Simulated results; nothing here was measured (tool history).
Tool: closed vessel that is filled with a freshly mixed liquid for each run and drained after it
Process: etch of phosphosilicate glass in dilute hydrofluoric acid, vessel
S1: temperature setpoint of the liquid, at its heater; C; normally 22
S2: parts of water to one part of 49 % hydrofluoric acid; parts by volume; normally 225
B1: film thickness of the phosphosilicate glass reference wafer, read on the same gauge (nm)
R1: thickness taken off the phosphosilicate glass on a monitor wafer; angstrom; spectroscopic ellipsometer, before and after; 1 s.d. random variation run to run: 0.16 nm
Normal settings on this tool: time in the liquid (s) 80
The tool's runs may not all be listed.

Run 1, hour 0: usual settings but S2 140 parts by volume, time in the liquid (s) 110; B1 149.96. Result: R1 774.2 angstrom.
Run 2, hour 18: usual settings but S2 140 parts by volume, time in the liquid (s) 110; B1 150.01. Result: R1 782.4 angstrom.
Run 3, hour 67.7: usual settings but S1 19 C; B1 150.03. Result: R1 292.4 angstrom.
Run 4, hour 79.3: usual settings but S1 19 C; B1 150.05. Result: R1 288.4 angstrom.
At hour 79.9: gauge calibrated.
Run 5, hour 89.2: usual settings but S1 19 C; B1 150. Result: R1 290.9 angstrom.
Run 6, hour 97.9: usual settings but S1 25 C; B1 150.04. Result: R1 367.3 angstrom.
Run 7, hour 113.9: usual settings but S2 305 parts by volume, time in the liquid (s) 40; B1 150.05. Result: R1 112.5 angstrom.
Run 8, hour 120.9: usual settings; B1 150.06. Result: R1 328.2 angstrom.
Run 9, hour 129.8: usual settings but S1 19.5 C, time in the liquid (s) 120; B1 150.03. Result: R1 445.2 angstrom.
Run 10, hour 139.8: usual settings; B1 150.01. Result: R1 328.9 angstrom.
At hour 147.2: thermometer replaced.
Run 11, hour 149.9: usual settings but S2 140 parts by volume; B1 150.01. Result: R1 572 angstrom.
At hour 158.1: hydrofluoric acid flow meter replaced.
Run 12, hour 159: usual settings; B1 150.03. Result: R1 284.3 angstrom.
Run 13, hour 175.5: usual settings but S1 20 C, time in the liquid (s) 115; B1 150. Result: R1 380.8 angstrom.
Run 14, hour 185.7: usual settings but S2 330 parts by volume; B1 149.98. Result: R1 175.3 angstrom.
Run 15, hour 203: usual settings but S1 27 C, time in the liquid (s) 105; B1 149.99. Result: R1 453.3 angstrom.
Run 16, hour 218.4: usual settings but S1 25 C, time in the liquid (s) 100; B1 149.97. Result: R1 401.9 angstrom.
Run 17, hour 225.4: usual settings but S2 180 parts by volume; B1 149.95. Result: R1 379.5 angstrom.

Forecast each of these 4 alternatives for the next run:
Run A, hour 226.1: usual settings but S2 255 parts by volume; B1 ?. Result: R1 ?.
Run B, hour 226.1: usual settings but S1 26 C, S2 115 parts by volume; B1 ?. Result: R1 ?.
Run C, hour 226.1: usual settings but S1 26 C, S2 270 parts by volume; B1 ?. Result: R1 ?.
Run D, hour 226.1: usual settings but time in the liquid (s) 110; B1 ?. Result: R1 ?.

run      B1     R1
  A  150.02    247
  B  150.02  741.3
  C  150.02    265
  D  150.02  396.4
Without the tool's hidden state the same runs would have given:
run     R1
  A  243.5
  B  731.4
  C  261.1
  D  390.8
